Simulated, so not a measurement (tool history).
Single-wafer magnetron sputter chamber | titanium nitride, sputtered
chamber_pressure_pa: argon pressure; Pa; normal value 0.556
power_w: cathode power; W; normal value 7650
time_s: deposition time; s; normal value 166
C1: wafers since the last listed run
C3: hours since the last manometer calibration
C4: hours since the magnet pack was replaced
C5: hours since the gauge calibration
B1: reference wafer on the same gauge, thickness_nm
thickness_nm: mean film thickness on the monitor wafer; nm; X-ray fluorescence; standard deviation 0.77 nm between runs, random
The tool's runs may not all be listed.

Run 1, hour 0: usual settings but chamber_pressure_pa 0.497 Pa, power_w 9150 W; C1 0; wafers on the sputter target 6482; C3 1181.1; C4 6362.7; C5 994.5; B1 243.674. Result: thickness_nm 249.73 nm.
Run 2, hour 13.2: usual settings; C1 96; wafers on the sputter target 6579; C3 1194.3; C4 6375.9; C5 1007.7; B1 244.215. Result: thickness_nm 210.095 nm.
Run 3, hour 59.6: usual settings; C1 339; wafers on the sputter target 6918; C3 1240.7; C4 6422.3; C5 1054.1; B1 243.874. Result: thickness_nm 211.847 nm.
Run 4, hour 86.5: usual settings; C1 196; wafers on the sputter target 7115; C3 1267.6; C4 6449.2; C5 1081; B1 243.865. Result: thickness_nm 210.223 nm.
Run 5, hour 105.7: usual settings; C1 140; wafers on the sputter target 7255; C3 1286.8; C4 6468.4; C5 1100.2; B1 244.04. Result: thickness_nm 209.942 nm.
At hour 119.1: capacitance manometer re-zeroed and calibrated.
Run 6, hour 135.1: usual settings; C1 156; wafers on the sputter target 7411; C3 16; C4 6497.8; C5 1129.6; B1 243.889. Result: thickness_nm 218.523 nm.
Run 7, hour 152.1: usual settings but chamber_pressure_pa 0.505 Pa, time_s 148 s; C1 124; wafers on the sputter target 7536; C3 33; C4 6514.8; C5 1146.6; B1 244.546. Result: thickness_nm 200.382 nm.
At hour 171.5: magnet pack replaced.
Run 8, hour 173.8: usual settings but chamber_pressure_pa 0.463 Pa, time_s 182 s; C1 100; wafers on the sputter target 7636; C3 54.7; C4 2.3; C5 1168.3; B1 244.055. Result: thickness_nm 253.267 nm.
Run 9, hour 216.3: usual settings; C1 310; wafers on the sputter target 7947; C3 97.2; C4 44.8; C5 1210.8; B1 243.936. Result: thickness_nm 219.213 nm.
Run 10, hour 250: usual settings; C1 246; wafers on the sputter target 8193; C3 130.9; C4 78.5; C5 1244.5; B1 244.065. Result: thickness_nm 218.614 nm.
Run 11, hour 280.2: usual settings but chamber_pressure_pa 0.459 Pa, power_w 9250 W, time_s 156 s; C1 220; wafers on the sputter target 8414; C3 161.1; C4 108.7; C5 1274.7; B1 243.956. Result: thickness_nm 249.301 nm.
Run 12, hour 309.3: usual settings; C1 212; wafers on the sputter target 8626; C3 190.2; C4 137.8; C5 1303.8; B1 243.989. Result: thickness_nm 217.81 nm.
Run 13, hour 342.7: usual settings but chamber_pressure_pa 0.459 Pa, power_w 9250 W, time_s 156 s; C1 244; wafers on the sputter target 8870; C3 223.6; C4 171.2; C5 1337.2; B1 244.024. Result: thickness_nm 247.444 nm.
Run 14, hour 363.3: usual settings; C1 150; wafers on the sputter target 9021; C3 244.2; C4 191.8; C5 1357.8; B1 243.831. Result: thickness_nm 218.802 nm.
Run 15, hour 377.9: usual settings but chamber_pressure_pa 0.359 Pa; C1 106; wafers on the sputter target 9128; C3 258.8; C4 206.4; C5 1372.4; B1 243.644. Result: thickness_nm 240.746 nm.
Run 16, hour 390.2: usual settings but power_w 8750 W; C1 89; wafers on the sputter target 9218; C3 271.1; C4 218.7; C5 1384.7; B1 244.082. Result: thickness_nm 240.354 nm.
At hour 406.7: gauge calibrated.
Run 17, hour 416.3: usual settings; C1 190; wafers on the sputter target 9408; C3 297.2; C4 244.8; C5 9.6; B1 244.039. Result: thickness_nm 217.926 nm.
At hour 436.3: capacitance manometer re-zeroed and calibrated, repeated, since the last time left the tool worse.
Run 18, hour 436.8: usual settings but power_w 7050 W, time_s 154 s; C1 91; wafers on the sputter target 9500; C3 0.5; C4 265.3; C5 30.1; B1 243.983. Result: thickness_nm 186.134 nm.
Run 19, hour 456.8: usual settings but chamber_pressure_pa 0.677 Pa, power_w 7150 W, time_s 181 s; C1 146; wafers on the sputter target 9646; C3 20.5; C4 285.3; C5 50.1; B1 244.502. Result: thickness_nm 208.427 nm.
At hour 479: sputter target and shields replaced.
Run 20, hour 485.6: usual settings but power_w 6700 W; C1 152; wafers on the sputter target 48; C3 49.3; C4 314.1; C5 78.9; B1 243.527. Result: thickness_nm 193.771 nm.
Run 21, hour 521.2: usual settings; C1 260; wafers on the sputter target 308; C3 84.9; C4 349.7; C5 114.5; B1 244.268. Result: thickness_nm 212.663 nm.
Run 22, hour 626.3: usual settings but chamber_pressure_pa 0.459 Pa, power_w 9250 W, time_s 156 s; C1 768; wafers on the sputter target 1077; C3 190; C4 454.8; C5 219.6; B1 243.894. Result: thickness_nm 245.053 nm.
Run 23, hour 718.9: usual settings; C1 676; wafers on the sputter target 1753; C3 282.6; C4 547.4; C5 312.2; B1 244.309. Result: thickness_nm 210.558 nm.
Run 24, hour 741.4: usual settings but chamber_pressure_pa 0.643 Pa, power_w 6950 W, time_s 193 s; C1 164; wafers on the sputter target 1918; C3 305.1; C4 569.9; C5 334.7; B1 243.936. Result: thickness_nm 218.57 nm.
Run 25, hour 759.3: usual settings but chamber_pressure_pa 0.463 Pa, time_s 182 s; C1 130; wafers on the sputter target 2049; C3 323; C4 587.8; C5 352.6; B1 243.717. Result: thickness_nm 245.267 nm.
Run 26, hour 794.4: usual settings but power_w 9350 W; C1 256; wafers on the sputter target 2305; C3 358.1; C4 622.9; C5 387.7; B1 244.001. Result: thickness_nm 248.271 nm.
Run 27, hour 812.8: usual settings but chamber_pressure_pa 0.407 Pa; C1 134; wafers on the sputter target 2440; C3 376.5; C4 641.3; C5 406.1; B1 244.06. Result: thickness_nm 231.577 nm.
Run 28, hour 833.1: usual settings; C1 148; wafers on the sputter target 2588; C3 396.8; C4 661.6; C5 426.4; B1 244.609. Result: thickness_nm 212.402 nm.
Run 29, hour 865.6: usual settings but time_s 140 s; C1 237; wafers on the sputter target 2826; C3 429.3; C4 694.1; C5 458.9; B1 243.386. Result: thickness_nm 178.56 nm.
Run 30, hour 894.2: usual settings but power_w 6100 W, time_s 151 s; C1 209; wafers on the sputter target 3035; C3 457.9; C4 722.7; C5 487.5; B1 244.226. Result: thickness_nm 162.656 nm.
Run 31, hour 925.2: usual settings but power_w 6650 W; C1 226; wafers on the sputter target 3261; C3 488.9; C4 753.7; C5 518.5; B1 244.039. Result: thickness_nm 190.399 nm.
Run 32, hour 942.8: usual settings but chamber_pressure_pa 0.772 Pa, time_s 150 s; C1 128; wafers on the sputter target 3390; C3 506.5; C4 771.3; C5 536.1; B1 243.698. Result: thickness_nm 169.568 nm.
Run 33, hour 972.5: usual settings but chamber_pressure_pa 0.463 Pa, time_s 182 s; C1 217; wafers on the sputter target 3607; C3 536.2; C4 801; C5 565.8; B1 244.085. Result: thickness_nm 245.105 nm.
Run 34, hour 1002.6: usual settings but power_w 8350 W; C1 220; wafers on the sputter target 3827; C3 566.3; C4 831.1; C5 595.9; B1 243.631. Result: thickness_nm 224.901 nm.
Run 35, hour 1020.6: usual settings; C1 131; wafers on the sputter target 3959; C3 584.3; C4 849.1; C5 613.9; B1 243.909. Result: thickness_nm 211.003 nm.

What if the next run were any one of these 4? Each begins from the tool's condition after run 35:
Run A, hour 1021: usual settings but time_s 135 s; C1 2; wafers on the sputter target 3962; C3 584.7; C4 849.5; C5 614.3; B1 ?. Result: thickness_nm ?.
Run B, hour 1021: usual settings but chamber_pressure_pa 0.339 Pa, power_w 8400 W; C1 2; wafers on the sputter target 3962; C3 584.7; C4 849.5; C5 614.3; B1 ?. Result: thickness_nm ?.
Run C, hour 1021: usual settings but time_s 145 s; C1 2; wafers on the sputter target 3962; C3 584.7; C4 849.5; C5 614.3; B1 ?. Result: thickness_nm ?.
Run D, hour 1021: usual settings but power_w 8550 W, time_s 157 s; C1 2; wafers on the sputter target 3962; C3 584.7; C4 849.5; C5 614.3; B1 ?. Result: thickness_nm ?.

run       B1  thickness_nm
  A  244.134       170.915
  B  244.134       256.748
  C  244.134       183.576
  D  244.134       216.353
Take away the tool's hidden state, keep each run's random variation, and the runs would have read:
run  thickness_nm
  A        171.76
  B       257.261
  C       184.483
  D       217.423
